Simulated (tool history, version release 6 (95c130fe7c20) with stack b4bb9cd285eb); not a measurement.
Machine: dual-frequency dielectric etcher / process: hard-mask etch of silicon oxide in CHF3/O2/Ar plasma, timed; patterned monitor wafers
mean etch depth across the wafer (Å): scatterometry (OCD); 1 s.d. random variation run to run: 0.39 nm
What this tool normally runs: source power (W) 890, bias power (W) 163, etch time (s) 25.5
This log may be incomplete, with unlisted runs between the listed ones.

run     day  source power (W)  bias power (W)  etch time (s)  read-back reference wafer on the same gauge, depth_nm  mean etch depth across the wafer (Å)
  1       0               890             163           25.5                                                   67.9                                   585
  2   3.412               890             150           25.5                                                   67.8                                   572
  3   7.321               890             150           25.5                                                   67.9                                   562
  4    9.15               890             150           25.5                                                   67.8                                   559
  5    11.7               760             129           25.5                                                   67.8                                   524
  6  13.371               890             163           32.5                                                   67.7                                   725
  7  17.104               890             163           25.5                                                   67.9                                   567
     20.288  -- upper electrode replaced
  8  20.875               890             163           25.5                                                   67.9                                   556
     21.854  -- gauge calibrated
  9  22.379               890             163           25.5                                                   67.8                                   557
     23.796  -- wet clean of the chamber
 10  24.317               890             185             20                                                   67.7                                   474
 11  35.275               890             163           25.5                                                   67.8                                   576
 12  36.838               960             163           31.5                                                   67.8                                   731
 13  40.471               890             195           32.5                                                   67.7                                   756
 14  43.842              1010             192             29                                                   67.9                                   687
 15  47.421               790             163             33                                                     68                                   715
 16  50.196               990             129             28                                                     68                                   600
     53.804  -- source power generator calibrated
 17    54.1               890             163           25.5                                                   67.8                                   551
     55.754  -- wet clean of the chamber
 18  57.771               890             163           25.5                                                   67.6                                   584
 19  60.988               800             163             19                                                   67.8                                   425
 20  67.383               890             163           25.5                                                   67.9                                   570
 21  69.133               890             178           25.5                                                   67.8                                   583
 22  70.754               720             163             23                                                   67.9                                   491
 23  72.558               780             142           25.5                                                   67.8                                   537
 24  76.204               890             185           25.5                                                   67.8                                   584
 25  79.317               890             144             19                                                   67.8                                   403
 26  82.883               890             163           25.5                                                   67.8                                   555
     86.608  -- wet clean of the chamber
 27  86.708               830             151           25.5                                                   67.8                                   571
 28  88.283               820             193           25.5                                                   67.8                                   594
 29  90.138               890             163             30                                                   67.8                                   689

Branching from run 29: 5 alternative next runs. What would each branch give?
  A  90.154               890             163           25.5                                                      ?                                     ?
  B  90.154              1080             163             29                                                      ?                                     ?
  C  90.154               890             163           20.5                                                      ?                                     ?
  D  90.154               890             163             28                                                      ?                                     ?
  E  90.154               740             202             19                                                      ?                                     ?

run  read-back reference wafer on the same gauge, depth_nm  mean etch depth across the wafer (Å)
  A                                                   67.9                                   587
  B                                                   67.9                                   699
  C                                                   67.9                                   472
  D                                                   67.9                                   645
  E                                                   67.9                                   439
With no hidden state in the tool, these same runs would have given:
run  mean etch depth across the wafer (Å)
  A                                   587
  B                                   699
  C                                   472
  D                                   645
  E                                   439
